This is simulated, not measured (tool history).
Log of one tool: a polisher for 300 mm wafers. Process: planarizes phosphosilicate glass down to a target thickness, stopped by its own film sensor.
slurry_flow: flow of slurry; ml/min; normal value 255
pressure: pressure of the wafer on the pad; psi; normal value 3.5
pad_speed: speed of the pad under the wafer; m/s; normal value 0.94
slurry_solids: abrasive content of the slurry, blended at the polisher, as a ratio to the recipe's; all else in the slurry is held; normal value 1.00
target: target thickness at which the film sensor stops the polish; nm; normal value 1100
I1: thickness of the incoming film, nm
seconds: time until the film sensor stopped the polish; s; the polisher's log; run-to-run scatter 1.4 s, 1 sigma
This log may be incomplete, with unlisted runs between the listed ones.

{"run": 1, "hour": 0.0, "slurry_flow": 255, "pressure": 3.5, "pad_speed": 0.94, "slurry_solids": 1.0, "target": 1100, "I1": 1714.4, "seconds": 78.6}
{"run": 2, "hour": 23.3, "slurry_flow": 255, "pressure": 3.5, "pad_speed": 0.94, "slurry_solids": 1.0, "target": 1100, "I1": 1690.8, "seconds": 81.4}
{"run": 3, "hour": 55.8, "slurry_flow": 255, "pressure": 3.5, "pad_speed": 0.94, "slurry_solids": 1.0, "target": 1100, "I1": 1708.3, "seconds": 84.7}
{"run": 4, "hour": 73.5, "slurry_flow": 255, "pressure": 3.5, "pad_speed": 0.94, "slurry_solids": 1.0, "target": 1100, "I1": 1695.6, "seconds": 83.5}
{"hour": 97.5, "done": "worn pad replaced by a new one"}
{"hour": 162.2, "done": "conditioning disc replaced and pad reconditioned"}
{"run": 5, "hour": 166.3, "slurry_flow": 255, "pressure": 3.5, "pad_speed": 0.94, "slurry_solids": 1.0, "target": 1100, "I1": 1688.8, "seconds": 91.0}
{"run": 6, "hour": 183.5, "slurry_flow": 255, "pressure": 3.5, "pad_speed": 0.94, "slurry_solids": 1.0, "target": 1100, "I1": 1693.2, "seconds": 92.5}
{"run": 7, "hour": 207.0, "slurry_flow": 255, "pressure": 3.5, "pad_speed": 0.94, "slurry_solids": 1.0, "target": 1100, "I1": 1671.7, "seconds": 87.4}
{"run": 8, "hour": 221.9, "slurry_flow": 255, "pressure": 3.5, "pad_speed": 0.94, "slurry_solids": 1.0, "target": 1100, "I1": 1695.8, "seconds": 94.5}
{"run": 9, "hour": 238.7, "slurry_flow": 255, "pressure": 3.5, "pad_speed": 0.94, "slurry_solids": 1.0, "target": 1100, "I1": 1694.1, "seconds": 95.4}
{"run": 10, "hour": 256.8, "slurry_flow": 255, "pressure": 3.5, "pad_speed": 0.94, "slurry_solids": 1.0, "target": 1100, "I1": 1699.0, "seconds": 98.3}
{"run": 11, "hour": 275.1, "slurry_flow": 255, "pressure": 3.5, "pad_speed": 0.94, "slurry_solids": 0.85, "target": 947, "I1": 1677.3, "seconds": 136.1}
{"run": 12, "hour": 291.7, "slurry_flow": 255, "pressure": 3.5, "pad_speed": 0.94, "slurry_solids": 1.0, "target": 1100, "I1": 1724.0, "seconds": 104.3}
{"hour": 304.2, "done": "slurry blender recalibrated"}
{"hour": 321.3, "done": "worn pad replaced by a new one"}
{"run": 13, "hour": 321.8, "slurry_flow": 165, "pressure": 3.5, "pad_speed": 0.74, "slurry_solids": 1.0, "target": 1100, "I1": 1680.1, "seconds": 88.3}
{"run": 14, "hour": 333.1, "slurry_flow": 340, "pressure": 3.5, "pad_speed": 0.94, "slurry_solids": 0.8, "target": 1100, "I1": 1679.6, "seconds": 85.5}
{"run": 15, "hour": 346.3, "slurry_flow": 255, "pressure": 3.5, "pad_speed": 0.94, "slurry_solids": 0.85, "target": 1100, "I1": 1655.0, "seconds": 81.5}
{"hour": 354.2, "done": "slurry nozzle cleaned"}
{"hour": 366.5, "done": "conditioning disc replaced and pad reconditioned"}
{"run": 16, "hour": 371.2, "slurry_flow": 255, "pressure": 3.5, "pad_speed": 0.86, "slurry_solids": 1.25, "target": 1016, "I1": 1692.6, "seconds": 83.1}
{"hour": 379.8, "done": "head pressure recalibrated"}
{"run": 17, "hour": 386.5, "slurry_flow": 215, "pressure": 3.5, "pad_speed": 0.78, "slurry_solids": 0.9, "target": 1154, "I1": 1713.6, "seconds": 90.1}
{"run": 18, "hour": 415.1, "slurry_flow": 255, "pressure": 3.8, "pad_speed": 0.94, "slurry_solids": 1.2, "target": 962, "I1": 1704.9, "seconds": 84.2}
{"run": 19, "hour": 443.8, "slurry_flow": 255, "pressure": 3.5, "pad_speed": 0.94, "slurry_solids": 0.85, "target": 1100, "I1": 1711.7, "seconds": 93.2}
{"hour": 530.8, "done": "worn pad replaced by a new one"}
{"run": 20, "hour": 549.9, "slurry_flow": 330, "pressure": 3.1, "pad_speed": 0.94, "slurry_solids": 1.0, "target": 899, "I1": 1702.7, "seconds": 128.1}

The tool's hidden state at each run:
removal rate lost through wear of the pad, %: 0, the same for each run
slurry flow missing at the pad, %: 0, the same for each run
deviation of the head's pressure from its setpoint, %: 0, the same for each run
time polished since the conditioner stopped cutting, s: 0, the same for each run
H1: abrasive missing from the slurry, %
run=1 H1=11.8
run=2 H1=13.8
run=3 H1=16.5
run=4 H1=17.9
run=5 H1=25.6
run=6 H1=27
run=7 H1=29
run=8 H1=30.2
run=9 H1=31.6
run=10 H1=33.1
run=11 H1=34.6
run=12 H1=36
run=13 H1=5.57
run=14 H1=6.5
run=15 H1=7.6
run=16 H1=9.66
run=17 H1=10.9
run=18 H1=13.3
run=19 H1=15.7
run=20 H1=24.4

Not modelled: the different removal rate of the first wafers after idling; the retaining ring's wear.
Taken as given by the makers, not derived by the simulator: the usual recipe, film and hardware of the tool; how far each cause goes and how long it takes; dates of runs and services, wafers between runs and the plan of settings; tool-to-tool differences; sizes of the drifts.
